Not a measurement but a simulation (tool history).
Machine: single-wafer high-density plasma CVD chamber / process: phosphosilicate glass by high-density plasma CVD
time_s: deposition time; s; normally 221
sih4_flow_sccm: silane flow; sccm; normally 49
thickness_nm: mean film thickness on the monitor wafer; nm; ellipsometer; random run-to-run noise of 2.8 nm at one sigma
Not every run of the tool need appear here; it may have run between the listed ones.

run,hour,time_s,sih4_flow_sccm,wafers since the last listed run,hours since the silane flow controller was replaced,hours since the gauge calibration,"read-back reference wafer on the same gauge, thickness_nm",thickness_nm
1,0,221,49,0,1309.7,815.9,1290.284,1103.175
2,76.9,221,49,826,1386.6,892.8,1290.662,1095.585
3,121.6,221,49,480,1431.3,937.5,1291.314,1103.182
4,171.1,221,49,532,1480.8,987,1288.734,1097.661
5,233.7,235,49,673,1543.4,1049.6,1290.083,1175.687
6,279.8,235,49,495,1589.5,1095.7,1290.258,1167.693
7,332.4,235,49,565,1642.1,1148.3,1291.11,1166.091
8,382.2,241,55,535,1691.9,1198.1,1290.127,1352.796
9,445.3,241,55,678,1755,1261.2,1289.317,1353.301
10,552.9,221,49,1156,1862.6,1368.8,1289.93,1102.576
11,641.8,221,49,955,1951.5,1457.7,1289.114,1094.187
12,730.4,221,49,952,2040.1,1546.3,1290.405,1101.517
13,794.2,221,54,685,2103.9,1610.1,1289.862,1203.955
14,875.4,234,49,873,2185.1,1691.3,1291.31,1161.573
15,941.4,234,49,709,2251.1,1757.3,1291.383,1159.75
16,1049.2,234,49,1159,2358.9,1865.1,1289.635,1161.284
17,1085.6,191,49,391,2395.3,1901.5,1288.616,949.775
18,1315.5,191,49,2471,2625.2,2131.4,1290.426,948.283
19,1375.9,191,49,649,2685.6,2191.8,1289.783,947.656
# hour 1501.3: gauge calibrated
20,1643.5,221,49,2877,2953.2,142.2,1289.696,1090.705
21,1696.8,221,49,573,3006.5,195.5,1289.551,1089.322
22,1750.7,262,46,579,3060.4,249.4,1289.177,1210.922
23,1799.8,248,40,527,3109.5,298.5,1289.876,991.305
24,1861.1,241,55,659,3170.8,359.8,1290.235,1331.285
25,1911.9,200,44,546,3221.6,410.6,1290.396,886.047
26,1977.6,199,55,706,3287.3,476.3,1289.341,1097.599
27,2035.9,221,49,626,3345.6,534.6,1291.147,1085.044
28,2104.3,235,54,735,3414,603,1289.717,1272.657
29,2207.6,209,54,1110,3517.3,706.3,1290.611,1128.422
# hour 2229.8: silane flow controller replaced
30,2270.6,235,49,591,40.8,769.3,1289.571,1176.944
31,2369.9,255,55,1067,140.1,868.6,1289.922,1427.392
32,2447.4,205,42,833,217.6,946.1,1290.511,875.09
33,2520.3,207,44,783,290.5,1019,1290.654,928.098
34,2609.4,192,46,957,379.6,1108.1,1290.733,895.356
35,2649.9,203,41,435,420.1,1148.6,1290.035,843.942
36,2733.9,240,49,903,504.1,1232.6,1290.414,1194.574
37,2789.2,194,44,594,559.4,1287.9,1291.103,865.065
38,2855.2,202,49,709,625.4,1353.9,1289.46,1006.322
39,2933.3,221,49,839,703.5,1432,1290.082,1098.97
40,3008.1,221,49,804,778.3,1506.8,1289.88,1100.513
41,3049.4,194,49,444,819.6,1548.1,1289.784,961.483
42,3127.1,197,49,835,897.3,1625.8,1290.582,977.959
43,3171.2,209,57,474,941.4,1669.9,1289.349,1212.788

Difference, measured minus no-hidden-state, one row per run. Run-to-run variation is common to both terms; the gauge's own scatter need not be:
Hidden conditions of the tool in this case: delivered silane flow above the setpoint (%); gauge reads high (%).
run,thickness_nm
1,+1.959
2,+1.586
3,+1.377
4,+1.12
5,+0.847
6,+0.574
7,+0.259
8,-0.056
9,-0.523
10,-1.108
11,-1.69
12,-2.321
13,-3.044
14,-3.583
15,-4.119
16,-5.047
17,-4.391
18,-6.14
19,-6.625
20,-10.278
21,-10.824
22,-12.674
23,-10.862
24,-15.419
25,-10.729
26,-14.054
27,-14.577
28,-18.057
29,-17.33
30,-0.311
31,-0.417
32,-0.295
33,-0.367
34,-0.439
35,-0.457
36,-0.794
37,-0.656
38,-0.888
39,-1.151
40,-1.346
41,-1.277
42,-1.506
43,-2.025
